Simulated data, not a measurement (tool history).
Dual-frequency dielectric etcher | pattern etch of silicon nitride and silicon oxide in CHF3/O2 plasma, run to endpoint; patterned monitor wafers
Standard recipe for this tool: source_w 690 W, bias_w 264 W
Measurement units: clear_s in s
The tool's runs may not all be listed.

run    hour  source_w  bias_w  wafers since the last listed run  hours since the last wet clean  hours since the last source power generator calibration  hours since the last bias power generator calibration  hours since the last upper electrode change  incoming incoming film thickness, nm  clear_s
  1       0       580     249                                 0                           120.6                                                    156.2                                                 1523.7                                       4268.1                                 232.4    139.2
  2      96       690     221                               432                           216.6                                                    252.2                                                 1619.7                                       4364.1                                 229.1    137.4
  3   140.3       690     264                               199                           260.9                                                    296.5                                                   1664                                       4408.4                                 232.5    127.5
  4   205.1       690     264                               291                           325.7                                                    361.3                                                 1728.8                                       4473.2                                 231.7    127.3
  5   286.5       690     264                               366                           407.1                                                    442.7                                                 1810.2                                       4554.6                                 230.7      127
  6   360.1       690     214                               331                           480.7                                                    516.3                                                 1883.8                                       4628.2                                 232.3    140.8
  7   442.3       690     214                               370                           562.9                                                    598.5                                                   1966                                       4710.4                                 233.9    141.7
  8   543.6       690     283                               455                           664.2                                                    699.8                                                 2067.3                                       4811.7                                   232    123.4
      609.7  -- wet clean of the chamber
  9   625.4       690     283                               260                            15.7                                                    781.6                                                 2149.1                                       4893.5                                 232.4    123.5
 10   670.8       690     264                               204                            61.1                                                      827                                                 2194.5                                       4938.9                                 235.4    129.2
      827.4  -- bias power generator calibrated
 11   985.7       690     264                              1399                             376                                                   1141.9                                                  158.3                                       5253.8                                 232.6    129.2
 12  1079.7       690     264                               423                             470                                                   1235.9                                                  252.3                                       5347.8                                 231.4    128.6
       1208  -- wet clean of the chamber
 13  1309.6       690     290                               926                           101.6                                                   1465.8                                                  482.2                                       5577.7                                 231.9    121.9
 14  1404.9       690     290                               428                           196.9                                                   1561.1                                                  577.5                                         5673                                   235    124.3
 15  1505.3       690     290                               451                           297.3                                                   1661.5                                                  677.9                                       5773.4                                 231.7    122.2
 16  1561.3       690     264                               252                           353.3                                                   1717.5                                                  733.9                                       5829.4                                 231.3    127.4
 17  1656.7       520     328                               429                           448.7                                                   1812.9                                                  829.3                                       5924.8                                 231.7    125.4
     1664.3  -- source power generator calibrated
 18  1720.8       690     284                               270                           512.8                                                     56.5                                                  893.4                                       5988.9                                 232.9    124.7
 19    1822       690     204                               455                             614                                                    157.7                                                  994.6                                       6090.1                                   232    142.9
 20    1892       690     283                               315                             684                                                    227.7                                                 1064.6                                       6160.1                                 230.8    122.1
     1918.6  -- wet clean of the chamber
     2006.5  -- upper electrode replaced
 21    2007       690     264                               301                            88.4                                                    342.7                                                 1179.6                                          0.5                                 231.1      126
 22  2030.4       600     293                               105                           111.8                                                    366.1                                                   1203                                         23.9                                 231.4    125.9
 23  2080.8       550     307                               226                           162.2                                                    416.5                                                 1253.4                                         74.3                                 232.1    127.3
 24  2187.1       640     264                               478                           268.5                                                    522.8                                                 1359.7                                        180.6                                 233.2    130.7
 25  2255.7       550     299                               308                           337.1                                                    591.4                                                 1428.3                                        249.2                                 230.6    127.6
 26  2363.2       690     283                               483                           444.6                                                    698.9                                                 1535.8                                        356.7                                 228.5    120.7
 27    2437       690     209                               332                           518.4                                                    772.7                                                 1609.6                                        430.5                                 233.6    142.8
 28  2508.4       690     283                               321                           589.8                                                    844.1                                                   1681                                        501.9                                 232.8    123.4
     2569.5  -- wet clean of the chamber
 29  2578.1       690     242                               205                             8.6                                                    913.8                                                 1750.7                                        571.6                                 231.6    131.6
 30  2676.4       750     306                               442                           106.9                                                   1012.1                                                   1849                                        669.9                                 232.5    114.9
 31  2767.3       530     264                               409                           197.8                                                     1103                                                 1939.9                                        760.8                                 231.9    137.1
 32  2812.4       690     264                               203                           242.9                                                   1148.1                                                   1985                                        805.9                                 231.6    125.9
 33  2852.1       550     198                               178                           282.6                                                   1187.8                                                 2024.7                                        845.6                                   232    156.1
 34  2921.4       540     231                               311                           351.9                                                   1257.1                                                   2094                                        914.9                                 234.4    147.8
 35    3012       640     314                               407                           442.5                                                   1347.7                                                 2184.6                                       1005.5                                   233    120.1
 36  3091.4       840     286                               357                           521.9                                                   1427.1                                                   2264                                       1084.9                                 230.3    113.5

Each row is a separate what-if for the run after 36, all from the same tool condition, not one after another. Results?
  A  3091.9       690     302                                 2                           522.4                                                   1427.6                                                 2264.5                                       1085.4                                 232.9        ?
  B  3091.9       850     264                                 2                           522.4                                                   1427.6                                                 2264.5                                       1085.4                                 232.9        ?
  C  3091.9       580     219                                 2                           522.4                                                   1427.6                                                 2264.5                                       1085.4                                 232.9        ?

run  clear_s
  A    119.8
  B    119.5
  C    146.5
Without the tool's hidden state the same runs would have given:
run  clear_s
  A    122.9
  B    122.4
  C      150
